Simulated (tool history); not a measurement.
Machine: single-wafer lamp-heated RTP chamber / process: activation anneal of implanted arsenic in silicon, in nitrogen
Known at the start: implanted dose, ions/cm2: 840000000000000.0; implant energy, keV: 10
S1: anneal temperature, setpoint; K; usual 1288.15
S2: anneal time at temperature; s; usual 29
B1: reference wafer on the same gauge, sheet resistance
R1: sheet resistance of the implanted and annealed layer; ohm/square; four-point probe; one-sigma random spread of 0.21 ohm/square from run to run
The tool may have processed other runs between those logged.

Run 1, hour 0: usual settings; B1 118.93. Result: R1 139.91 ohm/square.
Run 2, hour 14.9: usual settings; B1 118.91. Result: R1 140.03 ohm/square.
Run 3, hour 24: usual settings but S1 1296.15 K; B1 119.01. Result: R1 136.68 ohm/square.
Run 4, hour 33.2: usual settings but S1 1296.15 K; B1 119.1. Result: R1 136.77 ohm/square.
Run 5, hour 41.6: usual settings but S1 1296.15 K; B1 119.08. Result: R1 137.05 ohm/square.
Run 6, hour 56: usual settings but S2 34 s; B1 119.05. Result: R1 137.11 ohm/square.
Run 7, hour 75.4: usual settings; B1 118.99. Result: R1 139.74 ohm/square.
At hour 82.1: gauge calibrated.
Run 8, hour 83.3: usual settings; B1 118.98. Result: R1 139.91 ohm/square.
Run 9, hour 94.1: usual settings but S1 1306.15 K; B1 119.09. Result: R1 132.74 ohm/square.
At hour 113.9: reflector plate cleaned.
Run 10, hour 114.4: usual settings but S1 1317.15 K, S2 19 s; B1 118.98. Result: R1 135.57 ohm/square.
Run 11, hour 120.2: usual settings but S1 1304.15 K, S2 16 s; B1 119.01. Result: R1 143.37 ohm/square.
Run 12, hour 130.8: usual settings but S1 1301.15 K, S2 38 s; B1 118.96. Result: R1 130.73 ohm/square.
Run 13, hour 138.1: usual settings but S1 1302.15 K, S2 22 s; B1 119.04. Result: R1 138.71 ohm/square.
At hour 171: pyrometer window cleaned and pyrometer calibrated.
Run 14, hour 185.4: usual settings but S1 1259.15 K; B1 119.03. Result: R1 159.05 ohm/square.
Run 15, hour 202: usual settings; B1 119.06. Result: R1 142.97 ohm/square.
Run 16, hour 208.9: usual settings but S1 1261.15 K, S2 13 s; B1 119.04. Result: R1 173.31 ohm/square.
Run 17, hour 217.1: usual settings but S1 1261.15 K, S2 36 s; B1 119.04. Result: R1 153.73 ohm/square.
Run 18, hour 229.3: usual settings; B1 118.99. Result: R1 142.39 ohm/square.
Run 19, hour 236: usual settings but S1 1263.15 K, S2 38 s; B1 119.03. Result: R1 151 ohm/square.

Predict each of these 4 candidate next runs independently; none follows another, all start after run 19:
Run A, hour 236.4: usual settings; B1 ?. Result: R1 ?.
Run B, hour 236.4: usual settings but S1 1312.15 K; B1 ?. Result: R1 ?.
Run C, hour 236.4: usual settings but S1 1313.15 K, S2 22 s; B1 ?. Result: R1 ?.
Run D, hour 236.4: usual settings but S1 1304.15 K, S2 35 s; B1 ?. Result: R1 ?.

run      B1      R1
  A  118.98  142.66
  B  118.98   133.3
  C  118.98  137.18
  D  118.98  133.04
The same runs, with their run-to-run variation unchanged, on a tool lacking any hidden condition would have given:
run      R1
  A  143.24
  B  133.68
  C  137.62
  D  133.42
